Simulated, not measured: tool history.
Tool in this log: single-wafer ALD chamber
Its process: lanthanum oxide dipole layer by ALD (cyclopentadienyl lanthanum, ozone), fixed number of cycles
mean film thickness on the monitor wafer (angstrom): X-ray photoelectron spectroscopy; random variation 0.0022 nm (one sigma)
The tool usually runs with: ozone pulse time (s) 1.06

run      day  ozone pulse time (s)  read-back reference wafer on the same gauge, thickness_nm  mean film thickness on the monitor wafer (angstrom)
  1    0.000                  1.06                                                      0.577                                                 5.21
  2    4.129                  1.06                                                      0.577                                                 5.16
  3    6.704                  1.06                                                      0.578                                                 5.18
  4    9.375                  1.06                                                      0.577                                                 5.18
  5   12.075                  1.33                                                      0.578                                                 5.41
  6   14.383                  1.33                                                      0.577                                                 5.38
  7   18.350                  1.06                                                      0.578                                                 5.18
  8   29.817                  1.06                                                      0.577                                                 5.18
  9   32.104                  1.06                                                      0.577                                                 5.18
 10   35.458                  1.06                                                      0.577                                                 5.17
 11   38.671                  1.06                                                      0.577                                                 5.17
 12   41.142                  1.18                                                      0.578                                                 5.28
 13   44.621                  1.18                                                      0.577                                                 5.28
 14   54.242                  0.89                                                      0.577                                                 5.02
 15   57.862                  0.89                                                      0.577                                                 5.02
 16   60.742                  0.89                                                      0.577                                                 4.99
 17   63.092                  1.06                                                      0.577                                                 5.16
 18   67.558                  0.80                                                      0.577                                                 4.93
 19   69.188                  0.82                                                      0.577                                                 4.93
 20   72.475                  0.88                                                      0.577                                                 4.98
 21   75.888                  0.79                                                      0.577                                                 4.90
 22   78.900                  0.89                                                      0.577                                                 5.04
 23   80.621                  1.17                                                      0.577                                                 5.27
 24   82.704                  1.47                                                      0.577                                                 5.45
 25   85.238                  0.87                                                      0.577                                                 4.96
 26   90.208                  0.78                                                      0.577                                                 4.88
 27   92.912                  1.06                                                      0.577                                                 5.19
 28   94.858                  1.06                                                      0.577                                                 5.13
 29   97.654                  0.95                                                      0.577                                                 5.06
 30   99.688                  1.31                                                      0.577                                                 5.31
 31  101.938                  0.71                                                      0.577                                                 4.77
 32  103.762                  0.68                                                      0.577                                                 4.75
 33  105.538                  1.44                                                      0.576                                                 5.45

Between the runs listed above, the log contained 7 entries, not reproduced here. Where in the sequence does each belong, and how does what the log doesn't record of the tool's condition differ from the listed run before to the listed run after?
Logged between run 7 and run 8: ozone generator serviced (day 26.283)
  nothing in the hidden state changes from one run to the other
Logged between run 13 and run 14: thermocouple changed; heater temperature recalibrated (day 45.254); ozone generator serviced (day 53.362)
  nothing in the hidden state changes from one run to the other
Logged between run 17 and run 18: gauge calibrated (day 63.292)
  nothing in the hidden state changes from one run to the other
Logged between run 23 and run 24: ozone generator serviced (day 82.258)
  nothing in the hidden state changes from one run to the other
Logged between run 24 and run 25: showerhead replaced (day 83.717)
  nothing in the hidden state changes from one run to the other
Logged between run 32 and run 33: thermocouple changed; heater temperature recalibrated (day 104.383)
  nothing in the hidden state changes from one run to the other

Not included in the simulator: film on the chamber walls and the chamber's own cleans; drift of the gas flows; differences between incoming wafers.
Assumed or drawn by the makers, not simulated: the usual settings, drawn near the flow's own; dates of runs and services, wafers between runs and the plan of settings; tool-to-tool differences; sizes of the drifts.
